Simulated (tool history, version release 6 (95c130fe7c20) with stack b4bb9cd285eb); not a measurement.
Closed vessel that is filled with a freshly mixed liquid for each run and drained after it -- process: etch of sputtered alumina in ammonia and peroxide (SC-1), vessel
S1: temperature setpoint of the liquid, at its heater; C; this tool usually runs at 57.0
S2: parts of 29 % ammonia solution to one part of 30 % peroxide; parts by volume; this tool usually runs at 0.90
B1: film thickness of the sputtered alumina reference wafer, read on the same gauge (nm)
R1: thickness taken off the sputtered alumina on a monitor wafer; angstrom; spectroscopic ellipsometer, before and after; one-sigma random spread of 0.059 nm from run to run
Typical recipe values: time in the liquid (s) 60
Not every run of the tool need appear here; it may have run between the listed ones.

Run 1, day 0.000: usual settings; B1 39.98. Result: R1 98.6 angstrom.
Run 2, day 8.992: usual settings; B1 40.03. Result: R1 96.3 angstrom.
Run 3, day 10.712: usual settings but S1 50.5 C; B1 39.98. Result: R1 67.4 angstrom.
Run 4, day 13.075: usual settings but S1 50.5 C; B1 39.95. Result: R1 67.7 angstrom.
At day 14.092: thermometer replaced.
Run 5, day 15.871: usual settings but S1 50.5 C; B1 39.99. Result: R1 70.5 angstrom.
Run 6, day 19.183: usual settings; B1 39.97. Result: R1 98.1 angstrom.
Run 7, day 21.129: usual settings; B1 39.97. Result: R1 99.4 angstrom.
At day 22.725: ammonia flow meter replaced.
Run 8, day 22.842: usual settings; B1 40.02. Result: R1 99.8 angstrom.
Run 9, day 24.438: usual settings but S1 60.0 C; B1 40.02. Result: R1 114.9 angstrom.
Run 10, day 27.675: usual settings but S1 60.0 C; B1 40.03. Result: R1 113.6 angstrom.
Run 11, day 30.829: usual settings but S2 1.00 parts by volume, time in the liquid (s) 35; B1 40.03. Result: R1 57.3 angstrom.
Run 12, day 34.342: usual settings but S1 51.0 C, S2 1.15 parts by volume, time in the liquid (s) 40; B1 40.00. Result: R1 47.2 angstrom.
At day 36.554: gauge calibrated.
Run 13, day 41.217: usual settings but S1 52.0 C, S2 1.20 parts by volume, time in the liquid (s) 90; B1 40.01. Result: R1 112.7 angstrom.
At day 43.238: new drum of ammonia solution connected.
At day 44.950: thermometer replaced.
Run 14, day 45.012: usual settings; B1 39.97. Result: R1 99.8 angstrom.
Run 15, day 48.854: usual settings but S1 52.0 C, S2 0.45 parts by volume; B1 39.99. Result: R1 72.0 angstrom.
Run 16, day 51.096: usual settings but S1 48.0 C, S2 1.05 parts by volume, time in the liquid (s) 35; B1 40.03. Result: R1 36.0 angstrom.
Run 17, day 53.208: usual settings but S2 1.20 parts by volume, time in the liquid (s) 40; B1 39.98. Result: R1 67.2 angstrom.
Run 18, day 56.092: usual settings but S1 66.5 C, S2 1.05 parts by volume; B1 40.00. Result: R1 164.2 angstrom.
Run 19, day 59.629: usual settings but S1 62.5 C; B1 39.98. Result: R1 131.5 angstrom.
Run 20, day 63.254: usual settings; B1 40.02. Result: R1 96.9 angstrom.

Alternative continuations, all from the tool just after run 20; predict every row:
Run A, day 63.283: usual settings but S1 64.0 C; B1 ?. Result: R1 ?.
Run B, day 63.283: usual settings but S1 48.0 C, S2 0.75 parts by volume, time in the liquid (s) 35; B1 ?. Result: R1 ?.
Run C, day 63.283: usual settings but S1 48.5 C; B1 ?. Result: R1 ?.
Run D, day 63.283: usual settings but S1 54.0 C, time in the liquid (s) 40; B1 ?. Result: R1 ?.

run     B1     R1
  A  40.01  141.3
  B  40.01   34.7
  C  40.01   62.3
  D  40.01   56.1
The same runs, with their run-to-run variation unchanged, on a tool lacking any hidden condition would have given:
run     R1
  A  145.5
  B   35.9
  C   64.3
  D   57.9
